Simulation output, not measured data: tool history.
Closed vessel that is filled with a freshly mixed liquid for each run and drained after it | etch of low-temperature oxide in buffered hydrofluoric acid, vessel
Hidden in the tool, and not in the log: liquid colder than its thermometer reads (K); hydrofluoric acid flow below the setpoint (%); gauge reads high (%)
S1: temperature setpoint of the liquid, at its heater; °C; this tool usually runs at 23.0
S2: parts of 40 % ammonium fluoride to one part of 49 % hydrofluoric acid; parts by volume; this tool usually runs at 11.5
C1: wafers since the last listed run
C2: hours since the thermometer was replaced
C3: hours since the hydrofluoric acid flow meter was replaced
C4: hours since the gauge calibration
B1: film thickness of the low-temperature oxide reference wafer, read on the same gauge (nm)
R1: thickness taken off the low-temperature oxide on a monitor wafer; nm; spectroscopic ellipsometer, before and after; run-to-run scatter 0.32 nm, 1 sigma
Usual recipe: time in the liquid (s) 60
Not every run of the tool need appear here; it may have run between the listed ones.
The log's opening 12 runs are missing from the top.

run 13 hour=584.7 | S1=23.0 S2=11.5 time_in_the_liquid_(s)=60 | C1=2810 C2=226.4 C3=284.4 C4=857.1 | B1=152.11 | R1=106.45
run 14 hour=626.7 | S1=23.0 S2=10.0 time_in_the_liquid_(s)=60 | C1=3131 C2=268.4 C3=326.4 C4=899.1 | B1=152.20 | R1=122.41
run 15 hour=668.2 | S1=25.5 S2=11.5 time_in_the_liquid_(s)=30 | C1=3094 C2=309.9 C3=367.9 C4=940.6 | B1=152.29 | R1=60.99
run 16 hour=738.9 | S1=23.0 S2=10.5 time_in_the_liquid_(s)=60 | C1=5271 C2=380.6 C3=438.6 C4=1011.3 | B1=152.49 | R1=116.87
run 17 hour=800.2 | S1=23.0 S2=11.5 time_in_the_liquid_(s)=60 | C1=4570 C2=441.9 C3=499.9 C4=1072.6 | B1=152.59 | R1=107.15
run 18 hour=867.1 | S1=23.0 S2=8.5 time_in_the_liquid_(s)=60 | C1=4988 C2=508.8 C3=566.8 C4=1139.5 | B1=152.74 | R1=140.20
-- hour=913.7 hydrofluoric acid flow meter replaced
run 19 hour=930.3 | S1=25.5 S2=13.5 time_in_the_liquid_(s)=60 | C1=4637 C2=572.0 C3=16.6 C4=1202.7 | B1=152.89 | R1=105.38
run 20 hour=965.6 | S1=27.0 S2=15.0 time_in_the_liquid_(s)=70 | C1=2631 C2=607.3 C3=51.9 C4=1238.0 | B1=152.95 | R1=120.05
run 21 hour=1002.5 | S1=23.0 S2=9.0 time_in_the_liquid_(s)=60 | C1=2751 C2=644.2 C3=88.8 C4=1274.9 | B1=153.05 | R1=131.35
run 22 hour=1054.4 | S1=19.5 S2=11.5 time_in_the_liquid_(s)=60 | C1=3869 C2=696.1 C3=140.7 C4=1326.8 | B1=153.17 | R1=88.35
run 23 hour=1121.4 | S1=21.5 S2=8.0 time_in_the_liquid_(s)=75 | C1=4995 C2=763.1 C3=207.7 C4=1393.8 | B1=153.33 | R1=172.39
run 24 hour=1160.4 | S1=27.5 S2=11.5 time_in_the_liquid_(s)=45 | C1=2907 C2=802.1 C3=246.7 C4=1432.8 | B1=153.43 | R1=102.38
run 25 hour=1210.7 | S1=23.0 S2=15.5 time_in_the_liquid_(s)=60 | C1=3750 C2=852.4 C3=297.0 C4=1483.1 | B1=153.50 | R1=80.61
run 26 hour=1246.9 | S1=25.0 S2=14.5 time_in_the_liquid_(s)=35 | C1=2699 C2=888.6 C3=333.2 C4=1519.3 | B1=153.60 | R1=55.92
run 27 hour=1297.9 | S1=23.0 S2=11.5 time_in_the_liquid_(s)=60 | C1=3802 C2=939.6 C3=384.2 C4=1570.3 | B1=153.73 | R1=107.72
run 28 hour=1369.0 | S1=28.0 S2=8.5 time_in_the_liquid_(s)=50 | C1=5301 C2=1010.7 C3=455.3 C4=1641.4 | B1=153.88 | R1=153.95
run 29 hour=1439.4 | S1=23.0 S2=11.5 time_in_the_liquid_(s)=60 | C1=5249 C2=1081.1 C3=525.7 C4=1711.8 | B1=154.03 | R1=108.17
run 30 hour=1493.1 | S1=23.0 S2=14.5 time_in_the_liquid_(s)=45 | C1=4003 C2=1134.8 C3=579.4 C4=1765.5 | B1=154.16 | R1=64.43
run 31 hour=1553.3 | S1=27.5 S2=11.5 time_in_the_liquid_(s)=50 | C1=4488 C2=1195.0 C3=639.6 C4=1825.7 | B1=154.29 | R1=114.52

Alternative continuations, all from the tool just after run 31; predict every row:
run A hour=1554.0 | S1=23.0 S2=11.5 time_in_the_liquid_(s)=45 | C1=52 C2=1195.7 C3=640.3 C4=1826.4 | B1=? | R1=?
run B hour=1554.0 | S1=23.0 S2=8.0 time_in_the_liquid_(s)=60 | C1=52 C2=1195.7 C3=640.3 C4=1826.4 | B1=? | R1=?
run C hour=1554.0 | S1=23.0 S2=14.5 time_in_the_liquid_(s)=90 | C1=52 C2=1195.7 C3=640.3 C4=1826.4 | B1=? | R1=?
run D hour=1554.0 | S1=23.0 S2=13.5 time_in_the_liquid_(s)=30 | C1=52 C2=1195.7 C3=640.3 C4=1826.4 | B1=? | R1=?
run E hour=1554.0 | S1=18.5 S2=14.5 time_in_the_liquid_(s)=60 | C1=52 C2=1195.7 C3=640.3 C4=1826.4 | B1=? | R1=?

run=A B1=154.29 R1=80.82
run=B B1=154.29 R1=149.92
run=C B1=154.29 R1=128.80
run=D B1=154.29 R1=46.05
run=E B1=154.29 R1=66.80
Had the tool no hidden state, the same runs would have come out as:
run=A R1=78.57
run=B R1=145.75
run=C R1=125.22
run=D R1=44.77
run=E R1=64.95

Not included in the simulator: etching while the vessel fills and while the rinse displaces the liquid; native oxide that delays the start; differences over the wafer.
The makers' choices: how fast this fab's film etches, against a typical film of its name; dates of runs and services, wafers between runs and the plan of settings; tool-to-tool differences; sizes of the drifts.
